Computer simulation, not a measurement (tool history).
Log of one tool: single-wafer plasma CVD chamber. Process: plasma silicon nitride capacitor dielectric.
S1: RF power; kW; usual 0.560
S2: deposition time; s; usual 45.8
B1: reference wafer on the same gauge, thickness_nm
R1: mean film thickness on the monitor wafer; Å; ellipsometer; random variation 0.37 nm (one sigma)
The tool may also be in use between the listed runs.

{"run": 1, "hour": 0.0, "S1": 0.56, "S2": 52.0, "B1": 68.437, "R1": 820.85}
{"run": 2, "hour": 54.4, "S1": 0.56, "S2": 52.0, "B1": 68.168, "R1": 810.46}
{"run": 3, "hour": 224.6, "S1": 0.51, "S2": 45.8, "B1": 68.316, "R1": 704.68}
{"run": 4, "hour": 378.8, "S1": 0.51, "S2": 45.8, "B1": 68.289, "R1": 705.26}
{"hour": 427.7, "done": "showerhead replaced"}
{"run": 5, "hour": 442.6, "S1": 0.56, "S2": 45.8, "B1": 68.224, "R1": 714.19}
{"run": 6, "hour": 513.4, "S1": 0.56, "S2": 45.8, "B1": 68.113, "R1": 724.63}
{"run": 7, "hour": 551.3, "S1": 0.56, "S2": 45.8, "B1": 68.288, "R1": 719.46}
{"run": 8, "hour": 609.2, "S1": 0.56, "S2": 45.8, "B1": 68.34, "R1": 722.1}
{"run": 9, "hour": 657.9, "S1": 0.505, "S2": 50.8, "B1": 68.243, "R1": 773.76}
{"run": 10, "hour": 682.8, "S1": 0.45, "S2": 45.8, "B1": 68.286, "R1": 690.57}
{"run": 11, "hour": 728.4, "S1": 0.61, "S2": 48.8, "B1": 68.305, "R1": 783.8}
{"hour": 746.1, "done": "RF generator calibrated"}
{"hour": 755.5, "done": "gauge calibrated"}
{"run": 12, "hour": 777.4, "S1": 0.56, "S2": 38.4, "B1": 68.32, "R1": 603.43}
{"run": 13, "hour": 837.7, "S1": 0.59, "S2": 42.9, "B1": 68.422, "R1": 680.68}
{"run": 14, "hour": 876.8, "S1": 0.56, "S2": 45.8, "B1": 68.347, "R1": 713.51}
{"run": 15, "hour": 904.1, "S1": 0.45, "S2": 45.8, "B1": 68.387, "R1": 683.15}
{"run": 16, "hour": 971.1, "S1": 0.66, "S2": 45.8, "B1": 68.433, "R1": 745.53}
{"run": 17, "hour": 1003.8, "S1": 0.46, "S2": 50.7, "B1": 68.185, "R1": 766.6}

3 ways to go on from here, each from the tool as it stands after run 17. What would each give?
{"run": "A", "hour": 1004.2, "S1": 0.67, "S2": 45.8, "B1": "?", "R1": "?"}
{"run": "B", "hour": 1004.2, "S1": 0.65, "S2": 49.2, "B1": "?", "R1": "?"}
{"run": "C", "hour": 1004.2, "S1": 0.505, "S2": 39.0, "B1": "?", "R1": "?"}

run=A B1=68.170 R1=748.09
run=B B1=68.170 R1=797.73
run=C B1=68.170 R1=595.77
Without the tool's hidden state the same runs would have given:
run=A R1=748.09
run=B R1=797.73
run=C R1=595.77
